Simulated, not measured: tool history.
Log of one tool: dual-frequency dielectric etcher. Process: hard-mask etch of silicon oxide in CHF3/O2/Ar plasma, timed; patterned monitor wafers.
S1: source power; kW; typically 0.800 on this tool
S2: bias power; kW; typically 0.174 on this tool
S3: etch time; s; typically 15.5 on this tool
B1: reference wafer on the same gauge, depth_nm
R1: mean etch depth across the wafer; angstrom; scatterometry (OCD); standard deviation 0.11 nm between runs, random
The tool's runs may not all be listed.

{"run": 1, "day": 0.0, "S1": 0.8, "S2": 0.174, "S3": 15.5, "B1": 35.13, "R1": 341.7}
{"run": 2, "day": 1.8, "S1": 0.65, "S2": 0.174, "S3": 15.5, "B1": 35.11, "R1": 316.2}
{"day": 4.429, "done": "upper electrode replaced"}
{"run": 3, "day": 4.571, "S1": 0.65, "S2": 0.174, "S3": 15.5, "B1": 35.09, "R1": 321.4}
{"run": 4, "day": 5.867, "S1": 0.67, "S2": 0.174, "S3": 12.0, "B1": 35.07, "R1": 251.1}
{"day": 7.104, "done": "source power generator calibrated"}
{"day": 8.717, "done": "gauge calibrated"}
{"run": 5, "day": 8.733, "S1": 0.8, "S2": 0.186, "S3": 17.5, "B1": 35.11, "R1": 412.6}
{"day": 10.462, "done": "bias power generator calibrated"}
{"run": 6, "day": 10.808, "S1": 0.73, "S2": 0.196, "S3": 17.5, "B1": 35.1, "R1": 405.9}
{"run": 7, "day": 12.588, "S1": 0.69, "S2": 0.174, "S3": 15.5, "B1": 35.08, "R1": 339.0}
{"run": 8, "day": 14.371, "S1": 0.8, "S2": 0.174, "S3": 15.5, "B1": 35.13, "R1": 357.3}
{"run": 9, "day": 16.621, "S1": 0.8, "S2": 0.174, "S3": 15.5, "B1": 35.11, "R1": 358.4}
{"day": 19.304, "done": "wet clean of the chamber"}
{"run": 10, "day": 19.325, "S1": 0.8, "S2": 0.174, "S3": 15.5, "B1": 35.08, "R1": 342.6}
{"run": 11, "day": 22.042, "S1": 0.89, "S2": 0.21, "S3": 14.0, "B1": 35.1, "R1": 348.6}
{"run": 12, "day": 27.167, "S1": 0.8, "S2": 0.174, "S3": 15.5, "B1": 35.11, "R1": 343.6}
{"run": 13, "day": 34.708, "S1": 0.9, "S2": 0.19, "S3": 14.0, "B1": 35.11, "R1": 342.9}
{"run": 14, "day": 36.588, "S1": 0.67, "S2": 0.159, "S3": 12.5, "B1": 35.1, "R1": 256.9}
{"run": 15, "day": 38.042, "S1": 0.8, "S2": 0.149, "S3": 15.5, "B1": 35.07, "R1": 333.9}
{"day": 39.321, "done": "wet clean of the chamber"}
{"run": 16, "day": 39.342, "S1": 0.92, "S2": 0.174, "S3": 15.5, "B1": 35.09, "R1": 353.8}
{"run": 17, "day": 40.504, "S1": 0.8, "S2": 0.174, "S3": 15.5, "B1": 35.05, "R1": 336.7}
{"run": 18, "day": 43.317, "S1": 0.8, "S2": 0.2, "S3": 13.0, "B1": 35.09, "R1": 301.1}
{"run": 19, "day": 45.538, "S1": 0.86, "S2": 0.174, "S3": 15.5, "B1": 35.13, "R1": 348.2}
{"run": 20, "day": 47.604, "S1": 0.8, "S2": 0.174, "S3": 15.5, "B1": 35.12, "R1": 342.4}
{"run": 21, "day": 49.9, "S1": 0.8, "S2": 0.174, "S3": 15.5, "B1": 35.1, "R1": 346.1}
{"run": 22, "day": 51.229, "S1": 0.68, "S2": 0.157, "S3": 12.0, "B1": 35.14, "R1": 239.3}
{"run": 23, "day": 53.775, "S1": 0.8, "S2": 0.174, "S3": 15.5, "B1": 35.1, "R1": 346.9}

Estimate the outcome of run 24 from the log above:
{"run": 24, "day": 55.708, "S1": 0.8, "S2": 0.174, "S3": 15.5, "B1": "?", "R1": "?"}

For run 24 the tool returned B1 35.13, R1 347.7 angstrom.
With the hidden condition absent and the run-to-run variation left alone, this run would have shown R1 346.2 angstrom.
